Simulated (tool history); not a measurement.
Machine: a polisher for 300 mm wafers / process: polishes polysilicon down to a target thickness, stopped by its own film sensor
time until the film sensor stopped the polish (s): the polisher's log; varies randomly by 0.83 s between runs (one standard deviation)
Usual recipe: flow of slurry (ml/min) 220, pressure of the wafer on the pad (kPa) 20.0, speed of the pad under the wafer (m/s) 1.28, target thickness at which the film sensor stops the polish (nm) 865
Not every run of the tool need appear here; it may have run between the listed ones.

run    hour  flow of slurry (ml/min)  pressure of the wafer on the pad (kPa)  speed of the pad under the wafer (m/s)  target thickness at which the film sensor stops the polish (nm)  wafers since the last listed run  wafers polished on this pad  hours since the slurry nozzle was cleaned  hours since the head pressure was calibrated  incoming thickness of the incoming film, nm  time until the film sensor stopped the polish (s)
  1     0.0                      220                                    20.0                                    1.28                                                              865                                 0                         1156                                      332.3                                         226.4                                       1732.6                                               74.7
  2    76.3                      220                                    20.0                                    1.28                                                              865                               484                         1641                                      408.6                                         302.7                                       1740.3                                               74.4
       85.7  -- slurry nozzle cleaned
  3   144.6                      220                                    20.0                                    1.28                                                              865                               427                         2069                                       58.9                                         371.0                                       1744.0                                               73.2
  4   196.3                      220                                    20.0                                    1.28                                                              865                               328                         2397                                      110.6                                         422.7                                       1738.9                                               73.2
      216.5  -- head pressure recalibrated
  5   255.4                      220                                    20.0                                    1.28                                                              865                               362                         2760                                      169.7                                          38.9                                       1756.6                                               73.7
      336.1  -- worn pad replaced by a new one
  6   384.6                      220                                    20.0                                    1.28                                                              865                               795                          307                                      298.9                                         168.1                                       1757.3                                               75.6
      618.4  -- slurry nozzle cleaned
      689.8  -- head pressure recalibrated
  7   690.3                      235                                    20.0                                    1.28                                                              865                              1922                         2230                                       71.9                                           0.5                                       1755.7                                               74.5
  8   740.2                      235                                    20.0                                    1.28                                                              865                               316                         2547                                      121.8                                          50.4                                       1738.1                                               74.3
  9   797.8                      220                                    20.0                                    1.28                                                              865                               365                         2913                                      179.4                                         108.0                                       1737.9                                               73.8
      840.3  -- worn pad replaced by a new one
 10   878.2                      220                                    20.0                                    1.28                                                              865                               485                          240                                      259.8                                         188.4                                       1754.9                                               75.1
 11   921.1                      220                                    20.0                                    1.28                                                              865                               272                          513                                      302.7                                         231.3                                       1749.1                                               74.9
 12   969.4                      220                                    20.0                                    1.28                                                              865                               306                          820                                      351.0                                         279.6                                       1750.7                                               75.4
 13  1041.6                      155                                    20.0                                    1.28                                                             1020                               458                         1278                                      423.2                                         351.8                                       1718.3                                               62.3
 14  1078.4                      220                                    20.0                                    1.64                                                              865                               233                         1512                                      460.0                                         388.6                                       1744.0                                               58.4
     1096.9  -- slurry nozzle cleaned
 15  1130.7                      220                                    20.0                                    1.04                                                              865                               325                         1838                                       33.8                                         440.9                                       1760.8                                               90.7
     1141.1  -- head pressure recalibrated
     1325.0  -- worn pad replaced by a new one, of another model than before
 16  1356.5                      220                                    20.0                                    1.28                                                              865                              1396                          200                                      259.6                                         215.4                                       1762.5                                               79.1
 17  1459.7                      175                                    20.0                                    1.28                                                              672                               655                          855                                      362.8                                         318.6                                       1735.7                                              101.6
     1507.8  -- slurry nozzle cleaned
     1623.0  -- head pressure recalibrated
 18  1704.3                      220                                    20.0                                    1.28                                                              865                              1534                         2390                                      196.5                                          81.3                                       1725.2                                               74.3
 19  1741.6                      280                                    20.0                                    1.28                                                              865                               236                         2627                                      233.8                                         118.6                                       1718.7                                               71.0
     1810.1  -- worn pad replaced by a new one
 20  1853.7                      220                                    13.1                                    1.28                                                             1039                               686                          276                                      345.9                                         230.7                                       1744.2                                               80.8
 21  1960.1                      220                                    20.0                                    1.42                                                              600                               675                          952                                      452.3                                         337.1                                       1733.6                                               96.1
     2023.8  -- slurry nozzle cleaned
 22  2057.4                      220                                    20.0                                    1.28                                                              865                               611                         1564                                       33.6                                         434.4                                       1699.7                                               71.2
 23  2135.8                      220                                    17.9                                    1.44                                                              865                               498                         2062                                      112.0                                         512.8                                       1762.9                                               78.8
     2155.0  -- head pressure recalibrated
 24  2240.4                      220                                    20.0                                    1.28                                                              865                               651                         2714                                      216.6                                          85.4                                       1740.9                                               79.1
     2280.9  -- worn pad replaced by a new one
 25  2355.6                      220                                    26.2                                    1.28                                                              762                               706                          474                                      331.8                                         200.6                                       1753.2                                               75.8

Hidden state at the last listed run before each entry between runs and at the first one after, where it differs:
From run 2 to run 3: slurry nozzle cleaned (hour 85.7)
  slurry flow missing at the pad, %: 40.6 -> 15.5
  the result without the hidden state subtracted from the measured one, time until the film sensor stopped the polish (s): +2.9 -> +1.0
From run 4 to run 5: head pressure recalibrated (hour 216.5)
  slurry flow missing at the pad, %: 23.7 -> 30.2
  the result without the hidden state subtracted from the measured one, time until the film sensor stopped the polish (s): +1.5 -> +2.0
From run 5 to run 6: worn pad replaced by a new one (hour 336.1)
  slurry flow missing at the pad, %: 30.2 -> 38.2
  the result without the hidden state subtracted from the measured one, time until the film sensor stopped the polish (s): +2.0 -> +2.7
From run 6 to run 7: slurry nozzle cleaned (hour 618.4); head pressure recalibrated (hour 689.8)
  slurry flow missing at the pad, %: 38.2 -> 16
  the result without the hidden state subtracted from the measured one, time until the film sensor stopped the polish (s): +2.7 -> +0.9
From run 9 to run 10: worn pad replaced by a new one (hour 840.3)
  slurry flow missing at the pad, %: 29.2 -> 34.5
  the result without the hidden state subtracted from the measured one, time until the film sensor stopped the polish (s): +1.9 -> +2.4
From run 14 to run 15: slurry nozzle cleaned (hour 1096.9)
  slurry flow missing at the pad, %: 40.3 -> 11
  the result without the hidden state subtracted from the measured one, time until the film sensor stopped the polish (s): +2.2 -> +0.8
From run 15 to run 16: head pressure recalibrated (hour 1141.1); worn pad replaced by a new one, of another model than before (hour 1325.0)
  slurry flow missing at the pad, %: 11 -> 36.9
  the result without the hidden state subtracted from the measured one, time until the film sensor stopped the polish (s): +0.8 -> +6.0
From run 17 to run 18: slurry nozzle cleaned (hour 1507.8); head pressure recalibrated (hour 1623.0)
  slurry flow missing at the pad, %: 40.8 -> 32.3
  the result without the hidden state subtracted from the measured one, time until the film sensor stopped the polish (s): +11.4 -> +4.7
From run 19 to run 20: worn pad replaced by a new one (hour 1810.1)
  slurry flow missing at the pad, %: 34.9 -> 39.7
  the result without the hidden state subtracted from the measured one, time until the film sensor stopped the polish (s): +3.9 -> +6.9
From run 21 to run 22: slurry nozzle cleaned (hour 2023.8)
  slurry flow missing at the pad, %: 42 -> 18
  the result without the hidden state subtracted from the measured one, time until the film sensor stopped the polish (s): +9.0 -> +2.1
From run 23 to run 24: head pressure recalibrated (hour 2155.0)
  slurry flow missing at the pad, %: 31.4 -> 41.4
  the result without the hidden state subtracted from the measured one, time until the film sensor stopped the polish (s): +4.7 -> +7.3
From run 24 to run 25: worn pad replaced by a new one (hour 2280.9)
  slurry flow missing at the pad, %: 41.4 -> 46.9
  the result without the hidden state subtracted from the measured one, time until the film sensor stopped the polish (s): +7.3 -> +8.7

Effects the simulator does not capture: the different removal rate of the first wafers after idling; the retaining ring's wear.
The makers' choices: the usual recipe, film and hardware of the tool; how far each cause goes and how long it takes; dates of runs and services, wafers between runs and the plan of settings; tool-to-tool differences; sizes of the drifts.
